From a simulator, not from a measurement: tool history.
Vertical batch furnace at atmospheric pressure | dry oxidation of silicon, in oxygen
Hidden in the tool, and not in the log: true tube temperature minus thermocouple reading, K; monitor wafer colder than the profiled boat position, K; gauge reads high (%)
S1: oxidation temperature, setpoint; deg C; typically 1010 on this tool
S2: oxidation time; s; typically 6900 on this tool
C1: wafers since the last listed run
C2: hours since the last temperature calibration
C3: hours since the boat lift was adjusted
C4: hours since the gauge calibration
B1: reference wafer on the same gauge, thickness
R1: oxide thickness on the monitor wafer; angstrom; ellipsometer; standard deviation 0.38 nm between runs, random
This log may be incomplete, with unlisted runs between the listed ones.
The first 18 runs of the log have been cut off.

run	day	S1	S2	C1	C2	C3	C4	B1	R1
19	43.854	1010	6900	395	157.8	1621.9	897.9	92.21	890.6
20	46.517	1022	4890	472	221.7	1685.8	961.8	92.23	793.8
21	47.688	1023	6900	207	249.8	1713.9	989.9	92.10	1003.4
22	49.512	1010	6900	323	293.6	1757.7	1033.7	92.14	878.7
23	51.600	1032	8430	370	343.7	1807.8	1083.8	92.16	1220.5
# day 52.475: gauge calibrated
24	54.162	1031	6900	454	405.2	1869.3	40.5	92.21	1063.0
25	56.554	1004	5430	424	462.6	1926.7	97.9	92.13	714.3
26	58.092	988	4950	272	499.5	1963.6	134.8	92.04	579.7
# day 59.704: boat lift adjusted
27	59.733	1018	9570	113	538.9	0.7	174.2	92.18	1219.8
28	62.546	1000	3450	499	606.4	68.2	241.7	92.04	535.1
29	64.742	1010	6900	389	659.1	120.9	294.4	92.16	910.2
30	66.988	1010	8520	398	713.0	174.8	348.3	92.16	1045.2
31	68.338	1010	6900	239	745.4	207.2	380.7	92.11	910.6
32	70.371	1027	9210	360	794.2	256.0	429.5	92.04	1283.8
33	71.554	1010	6900	210	822.6	284.4	457.9	92.12	913.5
34	72.833	1002	10020	227	853.3	315.1	488.6	92.17	1088.4
35	74.362	1016	5430	271	890.0	351.8	525.3	92.12	826.6
36	76.621	1034	5760	400	944.2	406.0	579.5	92.40	999.0
37	77.862	1024	4770	220	974.0	435.8	609.3	92.17	809.2
38	79.279	1025	9690	251	1008.0	469.8	643.3	92.31	1304.2

Branching from run 38: 3 alternative next runs. What would each branch give?
A	79.550	1010	6900	48	1014.5	476.3	649.8	?	?
B	79.550	992	3600	48	1014.5	476.3	649.8	?	?
C	79.550	1035	8970	48	1014.5	476.3	649.8	?	?

run	B1	R1
A	92.22	915.0
B	92.22	510.2
C	92.22	1349.7
Without the tool's hidden state the same runs would have given:
run	R1
A	922.1
B	514.0
C	1359.1
